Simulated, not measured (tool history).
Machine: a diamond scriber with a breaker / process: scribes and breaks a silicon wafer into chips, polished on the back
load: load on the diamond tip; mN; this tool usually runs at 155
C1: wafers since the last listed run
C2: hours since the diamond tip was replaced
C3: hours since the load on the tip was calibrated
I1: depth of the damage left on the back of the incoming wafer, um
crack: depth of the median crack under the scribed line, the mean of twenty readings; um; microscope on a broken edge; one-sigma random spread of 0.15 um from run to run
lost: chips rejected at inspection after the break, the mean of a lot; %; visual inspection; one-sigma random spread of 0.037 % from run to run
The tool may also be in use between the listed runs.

Run 1, hour 0.0: usual settings but load 125 mN; C1 0; C2 197.2; C3 1714.5; I1 0.05. Result: crack 7.66 um, lost 1.13 %.
Run 2, hour 101.3: usual settings; C1 164; C2 298.5; C3 1815.8; I1 0.04. Result: crack 8.28 um, lost 1.18 %.
Run 3, hour 146.0: usual settings; C1 72; C2 343.2; C3 1860.5; I1 0.02. Result: crack 8.46 um, lost 1.29 %.
Run 4, hour 206.0: usual settings but load 172 mN; C1 97; C2 403.2; C3 1920.5; I1 0.04. Result: crack 8.85 um, lost 2.37 %.
Run 5, hour 243.8: usual settings but load 172 mN; C1 61; C2 441.0; C3 1958.3; I1 0.02. Result: crack 8.94 um, lost 2.29 %.
Run 6, hour 287.6: usual settings but load 172 mN; C1 70; C2 484.8; C3 2002.1; I1 0.01. Result: crack 8.73 um, lost 2.38 %.
At hour 337.4: load on the tip recalibrated.
Run 7, hour 390.0: usual settings; C1 162; C2 587.2; C3 52.6; I1 0.04. Result: crack 7.80 um, lost 0.87 %.
Run 8, hour 478.5: usual settings; C1 143; C2 675.7; C3 141.1; I1 0.04. Result: crack 8.23 um, lost 0.81 %.
At hour 565.0: diamond tip replaced by a new one.
Run 9, hour 580.1: usual settings; C1 161; C2 15.1; C3 242.7; I1 0.04. Result: crack 7.95 um, lost 0.90 %.
Run 10, hour 673.7: usual settings but load 185 mN; C1 151; C2 108.7; C3 336.3; I1 0.04. Result: crack 8.78 um, lost 2.05 %.
Run 11, hour 764.0: usual settings; C1 146; C2 199.0; C3 426.6; I1 0.03. Result: crack 8.05 um, lost 0.91 %.
Run 12, hour 859.8: usual settings; C1 155; C2 294.8; C3 522.4; I1 0.03. Result: crack 7.70 um, lost 0.94 %.
Run 13, hour 952.7: usual settings; C1 150; C2 387.7; C3 615.3; I1 0.01. Result: crack 8.05 um, lost 0.88 %.
Run 14, hour 1008.1: usual settings; C1 89; C2 443.1; C3 670.7; I1 0.04. Result: crack 8.29 um, lost 0.98 %.
Run 15, hour 1081.1: usual settings; C1 118; C2 516.1; C3 743.7; I1 0.04. Result: crack 8.17 um, lost 1.07 %.
Run 16, hour 1322.0: usual settings but load 188 mN; C1 390; C2 757.0; C3 984.6; I1 0.02. Result: crack 9.29 um, lost 3.19 %.
Run 17, hour 1369.5: usual settings but load 188 mN; C1 76; C2 804.5; C3 1032.1; I1 0.04. Result: crack 9.08 um, lost 3.03 %.
At hour 1419.4: diamond tip replaced by a new one.
Run 18, hour 1450.5: usual settings but load 170 mN; C1 127; C2 31.1; C3 1113.1; I1 0.04. Result: crack 8.45 um, lost 1.76 %.
Run 19, hour 1491.0: usual settings but load 175 mN; C1 65; C2 71.6; C3 1153.6; I1 0.04. Result: crack 8.78 um, lost 2.25 %.
Run 20, hour 1595.9: usual settings but load 167 mN; C1 169; C2 176.5; C3 1258.5; I1 0.04. Result: crack 8.57 um, lost 1.89 %.
Run 21, hour 1653.6: usual settings but load 191 mN; C1 93; C2 234.2; C3 1316.2; I1 0.04. Result: crack 9.40 um, lost 3.67 %.
Run 22, hour 1732.4: usual settings but load 193 mN; C1 127; C2 313.0; C3 1395.0; I1 0.01. Result: crack 9.39 um, lost 4.01 %.
Run 23, hour 1861.2: usual settings but load 117 mN; C1 208; C2 441.8; C3 1523.8; I1 0.05. Result: crack 7.39 um, lost 1.49 %.
Run 24, hour 1912.0: usual settings but load 184 mN; C1 82; C2 492.6; C3 1574.6; I1 0.02. Result: crack 9.18 um, lost 3.07 %.
Run 25, hour 1983.2: usual settings but load 133 mN; C1 115; C2 563.8; C3 1645.8; I1 0.05. Result: crack 7.82 um, lost 0.86 %.
At hour 2055.2: load on the tip recalibrated.
Run 26, hour 2079.0: usual settings; C1 151; C2 659.6; C3 23.8; I1 0.03. Result: crack 7.56 um, lost 0.84 %.
Run 27, hour 2183.7: usual settings; C1 169; C2 764.3; C3 128.5; I1 0.04. Result: crack 8.02 um, lost 0.89 %.
At hour 2197.3: diamond tip replaced by a new one.
Run 28, hour 2220.5: usual settings but load 132 mN; C1 56; C2 23.2; C3 165.3; I1 0.03. Result: crack 7.38 um, lost 1.29 %.
Run 29, hour 2310.8: usual settings; C1 146; C2 113.5; C3 255.6; I1 0.05. Result: crack 7.97 um, lost 0.91 %.
Run 30, hour 2381.5: usual settings but load 124 mN; C1 114; C2 184.2; C3 326.3; I1 0.01. Result: crack 7.17 um, lost 1.77 %.
Run 31, hour 2447.2: usual settings but load 172 mN; C1 106; C2 249.9; C3 392.0; I1 0.01. Result: crack 8.50 um, lost 1.49 %.
Run 32, hour 2551.9: usual settings but load 113 mN; C1 169; C2 354.6; C3 496.7; I1 0.03. Result: crack 6.96 um, lost 2.28 %.
Run 33, hour 2614.4: usual settings but load 110 mN; C1 101; C2 417.1; C3 559.2; I1 0.02. Result: crack 6.92 um, lost 2.79 %.
Run 34, hour 2716.6: usual settings but load 139 mN; C1 165; C2 519.3; C3 661.4; I1 0.01. Result: crack 7.95 um, lost 0.94 %.
Run 35, hour 2769.1: usual settings; C1 84; C2 571.8; C3 713.9; I1 0.03. Result: crack 8.16 um, lost 0.98 %.
Run 36, hour 2826.6: usual settings but load 122 mN; C1 93; C2 629.3; C3 771.4; I1 0.02. Result: crack 7.32 um, lost 1.62 %.

Predict each of these 4 candidate next runs independently; none follows another, all start after run 36:
Run A, hour 2827.3: usual settings but load 174 mN; C1 1; C2 630.0; C3 772.1; I1 0.02. Result: crack ?, lost ?.
Run B, hour 2827.3: usual settings but load 183 mN; C1 1; C2 630.0; C3 772.1; I1 0.02. Result: crack ?, lost ?.
Run C, hour 2827.3: usual settings but load 194 mN; C1 1; C2 630.0; C3 772.1; I1 0.02. Result: crack ?, lost ?.
Run D, hour 2827.3: usual settings but load 120 mN; C1 1; C2 630.0; C3 772.1; I1 0.02. Result: crack ?, lost ?.

run  crack  lost
  A   8.49  1.89
  B   8.72  2.51
  C   9.00  3.42
  D   7.05  1.64
Take away the tool's hidden state, keep each run's random variation, and the runs would have read:
run  crack  lost
  A   8.16  1.23
  B   8.38  1.63
  C   8.65  2.29
  D   6.78  2.52
